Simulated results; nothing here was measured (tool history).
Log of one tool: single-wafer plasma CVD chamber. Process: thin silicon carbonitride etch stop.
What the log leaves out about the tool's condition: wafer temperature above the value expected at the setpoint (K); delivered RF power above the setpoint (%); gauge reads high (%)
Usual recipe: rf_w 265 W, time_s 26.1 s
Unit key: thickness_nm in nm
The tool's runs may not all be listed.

| run | hour | rf_w | time_s | wafers since the last listed run | hours since the last thermocouple change | hours since the last RF generator calibration | hours since the showerhead was replaced | hours since the gauge calibration | read-back reference wafer on the same gauge, thickness_nm | thickness_nm |
|---|---|---|---|---|---|---|---|---|---|---|
| 1 | 0.0 | 265 | 26.1 | 0 | 1569.7 | 1878.5 | 4496.1 | 646.1 | 16.487 | 15.856 |
| 2 | 90.8 | 265 | 26.1 | 2764 | 1660.5 | 1969.3 | 4586.9 | 736.9 | 16.544 | 15.820 |
| 3 | 164.4 | 265 | 29.6 | 2240 | 1734.1 | 2042.9 | 4660.5 | 810.5 | 16.519 | 17.938 |
| 4 | 268.4 | 300 | 26.1 | 3165 | 1838.1 | 2146.9 | 4764.5 | 914.5 | 16.531 | 16.393 |
| 5 | 348.5 | 300 | 26.1 | 2438 | 1918.2 | 2227.0 | 4844.6 | 994.6 | 16.479 | 16.330 |
| 6 | 413.5 | 300 | 26.1 | 1978 | 1983.2 | 2292.0 | 4909.6 | 1059.6 | 16.548 | 16.383 |
| 7 | 460.8 | 295 | 26.1 | 1439 | 2030.5 | 2339.3 | 4956.9 | 1106.9 | 16.468 | 16.125 |
| 8 | 517.4 | 295 | 26.1 | 1723 | 2087.1 | 2395.9 | 5013.5 | 1163.5 | 16.467 | 16.262 |
| 9 | 604.4 | 265 | 28.9 | 2648 | 2174.1 | 2482.9 | 5100.5 | 1250.5 | 16.447 | 17.565 |
| 10 | 706.2 | 265 | 28.9 | 3098 | 2275.9 | 2584.7 | 5202.3 | 1352.3 | 16.473 | 17.675 |
| 11 | 768.8 | 265 | 28.9 | 1905 | 2338.5 | 2647.3 | 5264.9 | 1414.9 | 16.560 | 17.571 |
|  | 811.0 | RF generator calibrated |
| 12 | 820.6 | 285 | 28.8 | 1333 | 2390.3 | 9.6 | 5316.7 | 1466.7 | 16.497 | 17.878 |
| 13 | 907.6 | 265 | 31.3 | 2648 | 2477.3 | 96.6 | 5403.7 | 1553.7 | 16.522 | 19.072 |
|  | 936.1 | gauge calibrated |
|  | 963.8 | thermocouple changed; heater temperature recalibrated |
| 14 | 1011.2 | 265 | 29.6 | 2910 | 47.4 | 200.2 | 5507.3 | 75.1 | 16.552 | 18.057 |
| 15 | 1099.8 | 235 | 28.3 | 2697 | 136.0 | 288.8 | 5595.9 | 163.7 | 16.544 | 16.568 |
| 16 | 1143.3 | 210 | 22.8 | 1324 | 179.5 | 332.3 | 5639.4 | 207.2 | 16.479 | 13.028 |
| 17 | 1247.8 | 300 | 31.3 | 3181 | 284.0 | 436.8 | 5743.9 | 311.7 | 16.469 | 19.725 |
|  | 1272.8 | showerhead replaced |
| 18 | 1308.5 | 280 | 24.7 | 1604 | 344.7 | 497.5 | 35.7 | 372.4 | 16.479 | 15.278 |
| 19 | 1409.9 | 250 | 26.1 | 3086 | 446.1 | 598.9 | 137.1 | 473.8 | 16.476 | 15.624 |
| 20 | 1470.6 | 315 | 30.9 | 1847 | 506.8 | 659.6 | 197.8 | 534.5 | 16.503 | 19.712 |
| 21 | 1512.9 | 265 | 26.1 | 1287 | 549.1 | 701.9 | 240.1 | 576.8 | 16.456 | 15.752 |
| 22 | 1553.3 | 310 | 26.1 | 1229 | 589.5 | 742.3 | 280.5 | 617.2 | 16.495 | 16.533 |
| 23 | 1594.4 | 265 | 24.0 | 1251 | 630.6 | 783.4 | 321.6 | 658.3 | 16.521 | 14.548 |

Estimate the outcome of run 24 from the log above:
| 24 | 1674.3 | 265 | 24.1 | 2432 | 710.5 | 863.3 | 401.5 | 738.2 | ? | ? |

read-back reference wafer on the same gauge, thickness_nm: 16.512
thickness_nm: 14.682 nm
Minus the tool's unlogged condition, the same run would have read thickness_nm 14.682 nm.
